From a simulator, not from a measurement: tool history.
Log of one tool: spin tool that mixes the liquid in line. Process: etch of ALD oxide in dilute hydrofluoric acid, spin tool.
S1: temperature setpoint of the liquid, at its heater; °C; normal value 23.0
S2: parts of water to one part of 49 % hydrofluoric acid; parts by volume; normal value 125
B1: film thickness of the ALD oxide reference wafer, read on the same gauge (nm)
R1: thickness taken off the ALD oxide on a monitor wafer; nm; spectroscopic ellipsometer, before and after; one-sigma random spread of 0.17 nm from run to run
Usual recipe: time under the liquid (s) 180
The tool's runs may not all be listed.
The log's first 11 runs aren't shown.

{"run": 12, "hour": 1035.6, "S1": 23.0, "S2": 125, "time under the liquid (s)": 180, "B1": 79.98, "R1": 20.76}
{"run": 13, "hour": 1101.5, "S1": 23.0, "S2": 125, "time under the liquid (s)": 180, "B1": 80.01, "R1": 20.81}
{"hour": 1194.3, "done": "gauge calibrated"}
{"run": 14, "hour": 1208.8, "S1": 23.0, "S2": 125, "time under the liquid (s)": 180, "B1": 79.99, "R1": 21.02}
{"run": 15, "hour": 1272.8, "S1": 23.0, "S2": 125, "time under the liquid (s)": 125, "B1": 79.97, "R1": 14.6}
{"hour": 1280.1, "done": "hydrofluoric acid flow meter replaced"}
{"run": 16, "hour": 1325.8, "S1": 26.0, "S2": 125, "time under the liquid (s)": 180, "B1": 79.95, "R1": 23.89}
{"run": 17, "hour": 1384.7, "S1": 21.0, "S2": 145, "time under the liquid (s)": 210, "B1": 80.0, "R1": 19.42}
{"run": 18, "hour": 1423.9, "S1": 26.0, "S2": 170, "time under the liquid (s)": 230, "B1": 80.01, "R1": 21.11}
{"run": 19, "hour": 1484.4, "S1": 23.0, "S2": 75, "time under the liquid (s)": 180, "B1": 80.03, "R1": 37.58}
{"hour": 1486.7, "done": "thermometer replaced"}
{"run": 20, "hour": 1539.7, "S1": 20.0, "S2": 180, "time under the liquid (s)": 85, "B1": 79.98, "R1": 5.68}
{"run": 21, "hour": 1721.7, "S1": 23.0, "S2": 125, "time under the liquid (s)": 180, "B1": 79.99, "R1": 21.04}
{"run": 22, "hour": 1815.0, "S1": 23.0, "S2": 125, "time under the liquid (s)": 260, "B1": 79.97, "R1": 30.39}
{"run": 23, "hour": 1906.6, "S1": 23.0, "S2": 125, "time under the liquid (s)": 120, "B1": 79.97, "R1": 14.15}
{"hour": 1965.9, "done": "hydrofluoric acid flow meter replaced"}
{"run": 24, "hour": 2010.1, "S1": 26.5, "S2": 150, "time under the liquid (s)": 265, "B1": 80.0, "R1": 28.32}
{"run": 25, "hour": 2070.9, "S1": 23.0, "S2": 125, "time under the liquid (s)": 180, "B1": 79.97, "R1": 21.0}
{"run": 26, "hour": 2137.6, "S1": 18.5, "S2": 75, "time under the liquid (s)": 270, "B1": 79.99, "R1": 46.94}
{"run": 27, "hour": 2188.4, "S1": 23.0, "S2": 165, "time under the liquid (s)": 180, "B1": 79.99, "R1": 15.29}
{"run": 28, "hour": 2287.4, "S1": 23.0, "S2": 125, "time under the liquid (s)": 105, "B1": 79.98, "R1": 12.28}
{"run": 29, "hour": 2387.8, "S1": 23.0, "S2": 125, "time under the liquid (s)": 180, "B1": 80.03, "R1": 21.18}
{"run": 30, "hour": 2487.0, "S1": 25.5, "S2": 95, "time under the liquid (s)": 105, "B1": 80.0, "R1": 18.31}
{"run": 31, "hour": 2543.7, "S1": 26.5, "S2": 80, "time under the liquid (s)": 220, "B1": 80.05, "R1": 49.51}
{"hour": 2546.0, "done": "hydrofluoric acid flow meter replaced"}
{"run": 32, "hour": 2647.3, "S1": 23.0, "S2": 140, "time under the liquid (s)": 90, "B1": 80.01, "R1": 9.19}
{"run": 33, "hour": 2736.8, "S1": 23.0, "S2": 125, "time under the liquid (s)": 180, "B1": 79.99, "R1": 20.96}

Forecast each of these 5 alternatives for the next run:
{"run": "A", "hour": 2737.3, "S1": 27.0, "S2": 125, "time under the liquid (s)": 180, "B1": "?", "R1": "?"}
{"run": "B", "hour": 2737.3, "S1": 21.5, "S2": 140, "time under the liquid (s)": 70, "B1": "?", "R1": "?"}
{"run": "C", "hour": 2737.3, "S1": 21.5, "S2": 180, "time under the liquid (s)": 260, "B1": "?", "R1": "?"}
{"run": "D", "hour": 2737.3, "S1": 23.0, "S2": 170, "time under the liquid (s)": 180, "B1": "?", "R1": "?"}
{"run": "E", "hour": 2737.3, "S1": 21.0, "S2": 75, "time under the liquid (s)": 225, "B1": "?", "R1": "?"}

run=A B1=79.96 R1=24.11
run=B B1=79.96 R1=6.65
run=C B1=79.96 R1=18.41
run=D B1=79.96 R1=14.45
run=E B1=79.96 R1=42.11
Had the tool no hidden state, the same runs would have come out as:
run=A R1=24.11
run=B R1=6.65
run=C R1=18.41
run=D R1=14.45
run=E R1=42.11
